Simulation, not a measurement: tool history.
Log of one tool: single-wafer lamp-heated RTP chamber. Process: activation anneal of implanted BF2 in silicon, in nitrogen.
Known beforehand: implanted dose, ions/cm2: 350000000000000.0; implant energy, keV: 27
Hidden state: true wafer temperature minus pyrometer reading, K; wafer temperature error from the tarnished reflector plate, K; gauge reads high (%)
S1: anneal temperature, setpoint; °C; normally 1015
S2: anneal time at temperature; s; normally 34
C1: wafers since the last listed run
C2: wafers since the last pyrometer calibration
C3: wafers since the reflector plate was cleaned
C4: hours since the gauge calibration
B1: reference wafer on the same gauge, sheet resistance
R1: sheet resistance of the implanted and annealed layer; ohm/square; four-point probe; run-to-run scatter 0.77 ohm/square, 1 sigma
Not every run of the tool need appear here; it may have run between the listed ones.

run 1 day=0 | S1=1015 S2=34 | C1=0 C2=4374 C3=2864 C4=105.6 | B1=327.84 | R1=381.51
-- day=0.304 pyrometer window cleaned and pyrometer calibrated
run 2 day=0.729 | S1=1015 S2=34 | C1=151 C2=151 C3=3015 C4=123.1 | B1=327.99 | R1=382.2
run 3 day=1.567 | S1=1015 S2=34 | C1=298 C2=449 C3=3314 C4=143.2 | B1=327.85 | R1=381.64
run 4 day=2.817 | S1=1015 S2=26 | C1=445 C2=895 C3=3760 C4=173.2 | B1=328.03 | R1=383.53
run 5 day=3.767 | S1=1015 S2=26 | C1=338 C2=1234 C3=4099 C4=196 | B1=328.11 | R1=383.88
run 6 day=5.258 | S1=1015 S2=34 | C1=532 C2=1766 C3=4631 C4=231.8 | B1=327.94 | R1=381.62
-- day=6.025 gauge calibrated
run 7 day=6.562 | S1=1015 S2=34 | C1=465 C2=2232 C3=5096 C4=12.9 | B1=328.18 | R1=381.88
run 8 day=7.338 | S1=1015 S2=34 | C1=276 C2=2508 C3=5372 C4=31.5 | B1=327.95 | R1=381.06
run 9 day=8.258 | S1=1015 S2=34 | C1=328 C2=2837 C3=5701 C4=53.6 | B1=328 | R1=380.96
run 10 day=9.312 | S1=989 S2=40 | C1=376 C2=3213 C3=6077 C4=78.9 | B1=328.14 | R1=385.12
-- day=11.717 reflector plate cleaned
run 11 day=11.738 | S1=1015 S2=47 | C1=746 C2=3959 C3=6 C4=137.1 | B1=327.84 | R1=378.44

Run 12 has not been measured yet. What should we expect?
run 12 day=12.833 | S1=1039 S2=44 | C1=390 C2=4350 C3=397 C4=163.4 | B1=? | R1=?

{"run 12": {"B1": 328, "R1": 375.08}}
With the hidden condition absent and the run-to-run variation left alone, this run would have shown R1 375.08 ohm/square.
